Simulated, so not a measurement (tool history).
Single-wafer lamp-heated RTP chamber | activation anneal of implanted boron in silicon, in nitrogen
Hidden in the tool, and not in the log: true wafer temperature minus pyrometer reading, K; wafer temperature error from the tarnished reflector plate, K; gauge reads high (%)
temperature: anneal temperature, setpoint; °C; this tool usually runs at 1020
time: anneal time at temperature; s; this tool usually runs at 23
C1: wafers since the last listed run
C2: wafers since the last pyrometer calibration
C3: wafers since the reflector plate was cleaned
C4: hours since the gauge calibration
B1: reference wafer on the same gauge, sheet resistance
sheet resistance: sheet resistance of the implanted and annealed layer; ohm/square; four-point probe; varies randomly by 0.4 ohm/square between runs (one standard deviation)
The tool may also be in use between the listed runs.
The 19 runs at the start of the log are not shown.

run 20 hour=1446.8 | temperature=1020 time=23 | C1=920 C2=1913 C3=7560 C4=368.3 | B1=220.92 | sheet_resistance=263.1
run 21 hour=1517.1 | temperature=1044 time=23 | C1=919 C2=2832 C3=8479 C4=438.6 | B1=220.99 | sheet_resistance=261.57
run 22 hour=1586.5 | temperature=1036 time=35 | C1=907 C2=3740 C3=9387 C4=508 | B1=221.03 | sheet_resistance=261
run 23 hour=1654.7 | temperature=1035 time=32 | C1=891 C2=4632 C3=10279 C4=576.2 | B1=221.12 | sheet_resistance=260.15
run 24 hour=1725 | temperature=1020 time=23 | C1=919 C2=5551 C3=11198 C4=646.5 | B1=221.05 | sheet_resistance=263.08
-- hour=1773.7 reflector plate cleaned
run 25 hour=1821.8 | temperature=1031 time=28 | C1=1161 C2=6713 C3=628 C4=743.3 | B1=221.07 | sheet_resistance=261.47
-- hour=1844.6 pyrometer window cleaned and pyrometer calibrated
run 26 hour=1891.9 | temperature=1046 time=14 | C1=812 C2=618 C3=1440 C4=813.4 | B1=221.09 | sheet_resistance=262.69
run 27 hour=1949.7 | temperature=1020 time=23 | C1=755 C2=1374 C3=2196 C4=871.2 | B1=221.09 | sheet_resistance=263.68
run 28 hour=2107.3 | temperature=1031 time=14 | C1=2061 C2=3435 C3=4258 C4=1028.8 | B1=220.98 | sheet_resistance=263.13
run 29 hour=2178.8 | temperature=1010 time=17 | C1=935 C2=4370 C3=5193 C4=1100.3 | B1=221.01 | sheet_resistance=265.32
run 30 hour=2246.4 | temperature=1020 time=23 | C1=884 C2=5254 C3=6077 C4=1167.9 | B1=221.16 | sheet_resistance=262.97
-- hour=2343.1 pyrometer window cleaned and pyrometer calibrated
run 31 hour=2349.7 | temperature=1042 time=28 | C1=1246 C2=86 C3=7323 C4=1271.2 | B1=221.12 | sheet_resistance=261.28
run 32 hour=2421.2 | temperature=991 time=31 | C1=935 C2=1022 C3=8259 C4=1342.7 | B1=220.89 | sheet_resistance=269.69

3 ways to go on from here, each from the tool as it stands after run 32. What would each give?
run A hour=2421.6 | temperature=1020 time=23 | C1=5 C2=1027 C3=8264 C4=1343.1 | B1=? | sheet_resistance=?
run B hour=2421.6 | temperature=993 time=36 | C1=5 C2=1027 C3=8264 C4=1343.1 | B1=? | sheet_resistance=?
run C hour=2421.6 | temperature=1045 time=23 | C1=5 C2=1027 C3=8264 C4=1343.1 | B1=? | sheet_resistance=?

run=A B1=220.94 sheet_resistance=264.45
run=B B1=220.94 sheet_resistance=268.9
run=C B1=220.94 sheet_resistance=262.13
With the hidden condition removed and each run's random variation left untouched, the same runs would have given:
run=A sheet_resistance=264.7
run=B sheet_resistance=269.66
run=C sheet_resistance=262.28

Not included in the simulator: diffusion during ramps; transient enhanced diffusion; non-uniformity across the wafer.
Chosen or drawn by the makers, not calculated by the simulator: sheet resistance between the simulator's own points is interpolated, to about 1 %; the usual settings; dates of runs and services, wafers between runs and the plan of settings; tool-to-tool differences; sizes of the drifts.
